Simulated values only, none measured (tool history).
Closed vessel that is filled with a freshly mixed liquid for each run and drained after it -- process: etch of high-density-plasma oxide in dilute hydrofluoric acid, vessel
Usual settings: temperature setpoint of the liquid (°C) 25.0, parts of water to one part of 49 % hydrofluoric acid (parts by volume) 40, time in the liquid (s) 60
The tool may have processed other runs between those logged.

| run | day | temperature setpoint of the liquid (°C) | parts of water to one part of 49 % hydrofluoric acid (parts by volume) | time in the liquid (s) | wafers since the last listed run | hours since the thermometer was replaced | hours since the hydrofluoric acid flow meter was replaced | hours since the gauge calibration | read-back film thickness of the high-density-plasma oxide reference wafer, read on the same gauge (nm) | thickness taken off the high-density-plasma oxide on a monitor wafer (angstrom) |
|---|---|---|---|---|---|---|---|---|---|---|
| 1 | 0.000 | 22.5 | 40 | 60 | 0 | 2506.3 | 797.9 | 50.8 | 49.99 | 87.3 |
| 2 | 0.712 | 22.5 | 40 | 60 | 2148 | 2523.4 | 815.0 | 67.9 | 49.98 | 87.2 |
| 3 | 1.129 | 25.0 | 40 | 60 | 1256 | 2533.4 | 825.0 | 77.9 | 50.01 | 96.4 |
| 4 | 1.458 | 24.0 | 40 | 60 | 992 | 2541.3 | 832.9 | 85.8 | 49.98 | 92.9 |
| 5 | 1.846 | 24.0 | 40 | 60 | 1168 | 2550.6 | 842.2 | 95.1 | 50.02 | 93.4 |
| 6 | 2.362 | 24.0 | 40 | 60 | 1557 | 2563.0 | 854.6 | 107.5 | 49.98 | 92.8 |
| 7 | 2.779 | 23.5 | 40 | 40 | 1256 | 2573.0 | 864.6 | 117.5 | 50.04 | 60.4 |
| 8 | 3.388 | 28.5 | 40 | 60 | 1834 | 2587.6 | 879.2 | 132.1 | 49.99 | 111.5 |
| 9 | 3.921 | 28.5 | 40 | 60 | 1608 | 2600.4 | 892.0 | 144.9 | 50.00 | 111.4 |
| 10 | 4.471 | 25.0 | 40 | 70 | 1658 | 2613.6 | 905.2 | 158.1 | 50.00 | 112.8 |
| 11 | 4.833 | 25.0 | 40 | 70 | 1092 | 2622.3 | 913.9 | 166.8 | 49.99 | 112.7 |
| 12 | 5.525 | 25.0 | 40 | 70 | 2085 | 2638.9 | 930.5 | 183.4 | 49.96 | 112.9 |
|  | 6.229 | thermometer replaced |
| 13 | 6.283 | 25.0 | 40 | 60 | 2160 | 1.3 | 948.7 | 201.6 | 50.01 | 87.6 |
| 14 | 6.833 | 25.0 | 40 | 60 | 1658 | 14.5 | 961.9 | 214.8 | 50.07 | 86.9 |
| 15 | 7.896 | 25.0 | 40 | 60 | 3203 | 40.0 | 987.4 | 240.3 | 50.06 | 86.9 |
| 16 | 8.546 | 25.0 | 50 | 45 | 1959 | 55.6 | 1003.0 | 255.9 | 50.00 | 52.1 |
| 17 | 9.242 | 25.0 | 40 | 60 | 2097 | 72.3 | 1019.7 | 272.6 | 50.01 | 87.3 |
| 18 | 9.846 | 25.0 | 40 | 60 | 1821 | 86.8 | 1034.2 | 287.1 | 50.01 | 87.1 |
| 19 | 10.425 | 25.0 | 40 | 60 | 1746 | 100.7 | 1048.1 | 301.0 | 50.05 | 87.2 |
| 20 | 10.842 | 25.0 | 20 | 60 | 1256 | 110.7 | 1058.1 | 311.0 | 50.01 | 179.6 |
| 21 | 11.412 | 25.0 | 40 | 60 | 1721 | 124.4 | 1071.8 | 324.7 | 50.02 | 88.3 |
|  | 11.538 | hydrofluoric acid flow meter replaced |
|  | 11.883 | gauge calibrated |
| 22 | 12.088 | 25.0 | 25 | 80 | 1909 | 140.6 | 13.2 | 4.9 | 49.99 | 190.9 |
| 23 | 12.654 | 23.5 | 60 | 90 | 1708 | 154.2 | 26.8 | 18.5 | 49.98 | 81.0 |
| 24 | 13.212 | 25.0 | 55 | 30 | 1683 | 167.6 | 40.2 | 31.9 | 50.04 | 31.2 |
| 25 | 13.671 | 25.0 | 40 | 60 | 1381 | 178.6 | 51.2 | 42.9 | 50.01 | 87.5 |
| 26 | 14.058 | 25.0 | 40 | 90 | 1168 | 187.9 | 60.5 | 52.2 | 49.96 | 132.1 |
| 27 | 14.312 | 29.5 | 50 | 70 | 766 | 194.0 | 66.6 | 58.3 | 50.01 | 96.9 |
| 28 | 14.996 | 25.0 | 40 | 60 | 2060 | 210.4 | 83.0 | 74.7 | 50.01 | 88.8 |
| 29 | 15.454 | 26.5 | 30 | 30 | 1381 | 221.4 | 94.0 | 85.7 | 50.00 | 63.2 |
| 30 | 15.933 | 28.0 | 20 | 45 | 1444 | 232.9 | 105.5 | 97.2 | 49.99 | 154.5 |
| 31 | 16.417 | 23.5 | 50 | 90 | 1457 | 244.5 | 117.1 | 108.8 | 50.00 | 97.8 |
| 32 | 16.896 | 20.5 | 40 | 60 | 1444 | 256.0 | 128.6 | 120.3 | 50.02 | 73.8 |
| 33 | 17.200 | 23.0 | 40 | 60 | 917 | 263.3 | 135.9 | 127.6 | 49.99 | 81.4 |

A few steps of thickness taken off the high-density-plasma oxide on a monitor wafer (angstrom) between consecutive runs. Split each: what settings, incoming material and random variation would produce without the hidden state, and what is left over for the hidden state, along with gauge scatter present in only one of the two compared results (measured, and without hidden state):
Unlogged tool condition in this case: liquid hotter than its thermometer reads (K); hydrofluoric acid flow above the setpoint (%); gauge reads high (%).
Run 6 -> 7: temperature setpoint of the liquid (°C) 24.0 -> 23.5, time in the liquid (s) 60 -> 40. thickness taken off the high-density-plasma oxide on a monitor wafer (angstrom) -32.4: hidden state -3.3, all else -29.1.
Run 7 -> 8: temperature setpoint of the liquid (°C) 23.5 -> 28.5, time in the liquid (s) 40 -> 60. thickness taken off the high-density-plasma oxide on a monitor wafer (angstrom) +51.1: hidden state +4.9, all else +46.2.
Run 12 -> 13: time in the liquid (s) 70 -> 60, thermometer replaced. thickness taken off the high-density-plasma oxide on a monitor wafer (angstrom) -25.3: hidden state -11.4, all else -13.9.
Run 19 -> 20: parts of water to one part of 49 % hydrofluoric acid (parts by volume) 40 -> 20. thickness taken off the high-density-plasma oxide on a monitor wafer (angstrom) +92.4: hidden state +0.7, all else +91.7.
Run 21 -> 22: parts of water to one part of 49 % hydrofluoric acid (parts by volume) 40 -> 25, time in the liquid (s) 60 -> 80, hydrofluoric acid flow meter replaced, gauge calibrated. thickness taken off the high-density-plasma oxide on a monitor wafer (angstrom) +102.6: hidden state +1.1, all else +101.5.
Run 22 -> 23: temperature setpoint of the liquid (°C) 25.0 -> 23.5, parts of water to one part of 49 % hydrofluoric acid (parts by volume) 25 -> 60, time in the liquid (s) 80 -> 90. thickness taken off the high-density-plasma oxide on a monitor wafer (angstrom) -109.9: hidden state -1.1, all else -108.8.
